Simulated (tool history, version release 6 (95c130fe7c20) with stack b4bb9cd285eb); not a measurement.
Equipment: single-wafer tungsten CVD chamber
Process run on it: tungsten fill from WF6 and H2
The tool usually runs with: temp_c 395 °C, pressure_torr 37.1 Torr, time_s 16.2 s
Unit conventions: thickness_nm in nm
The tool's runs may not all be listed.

run    hour  temp_c  pressure_torr  time_s  read-back reference wafer on the same gauge, thickness_nm  thickness_nm
  1     0.0     395           37.1    16.2                                                     43.738        47.419
  2    54.8     395           37.1    16.2                                                     43.815        47.561
  3   101.3     395           37.1    16.2                                                     43.833        47.394
  4   165.1     383           37.1    16.2                                                     43.858        36.457
  5   191.1     395           32.0    16.2                                                     43.830        43.606
  6   222.7     395           32.0    16.2                                                     43.731        43.871
  7   268.2     399           37.1    17.6                                                     43.939        55.834
  8   298.6     395           37.1    16.2                                                     43.804        47.473
      353.2  -- thermocouple changed; heater temperature recalibrated
  9   353.7     385           37.1    16.2                                                     43.761        38.037
      376.7  -- gauge calibrated
 10   439.3     395           37.1    16.2                                                     43.806        47.387
 11   501.8     395           37.1    16.2                                                     43.822        47.137
 12   566.0     395           37.1    16.2                                                     43.767        46.937
 13   620.5     395           37.1    16.2                                                     43.819        47.197
 14   692.3     409           37.1    16.2                                                     43.820        62.826
 15   716.5     395           34.3    16.2                                                     43.827        45.014
 16   773.8     395           37.1    18.5                                                     43.850        53.859
      805.8  -- capacitance manometer re-zeroed and calibrated
 17   806.6     402           44.0    19.0                                                     43.831        67.253
 18   896.0     388           40.3    14.7                                                     43.778        37.119
 19   922.2     399           29.8    17.5                                                     43.797        47.978
 20   970.9     388           40.3    14.7                                                     43.915        37.189
     1005.3  -- showerhead replaced
 21  1012.8     384           37.1    17.9                                                     43.840        39.275
 22  1065.7     388           37.1    13.6                                                     43.867        32.899
     1097.1  -- capacitance manometer re-zeroed and calibrated, repeated, since the last time left the tool worse
 23  1130.3     387           28.3    18.4                                                     43.827        39.963
 24  1184.5     399           42.0    16.2                                                     43.810        55.664
 25  1228.4     395           37.1    16.2                                                     43.816        48.190
 26  1272.1     395           37.1    16.2                                                     43.775        48.357
 27  1323.0     386           43.1    18.6                                                     43.871        49.053
 28  1386.9     383           37.1    16.2                                                     43.712        36.963
 29  1438.3     395           42.3    19.4                                                     43.796        61.161
 30  1485.5     395           42.3    19.4                                                     43.797        61.630
 31  1517.6     399           29.8    18.7                                                     43.766        53.929
 32  1556.3     395           37.1    16.2                                                     43.780        47.743
 33  1609.9     388           45.3    17.3                                                     43.786        48.521
 34  1647.7     395           42.0    16.2                                                     43.757        50.863

Results for each run, recomputed without the tool's hidden state and with each run's random variation untouched:
The tool's hidden condition here consists of: wafer temperature above the value expected at the setpoint (K); true pressure above the setpoint (%); gauge reads high (%).
run  thickness_nm
  1        48.142
  2        48.332
  3        48.201
  4        37.120
  5        44.425
  6        44.720
  7        56.951
  8        48.449
  9        38.857
 10        48.482
 11        48.279
 12        48.129
 13        48.443
 14        64.567
 15        46.288
 16        55.433
 17        70.764
 18        39.146
 19        50.691
 20        39.275
 21        41.531
 22        34.824
 23        39.921
 24        55.657
 25        48.219
 26        48.421
 27        49.157
 28        37.083
 29        61.411
 30        61.931
 31        54.231
 32        48.036
 33        48.855
 34        51.250
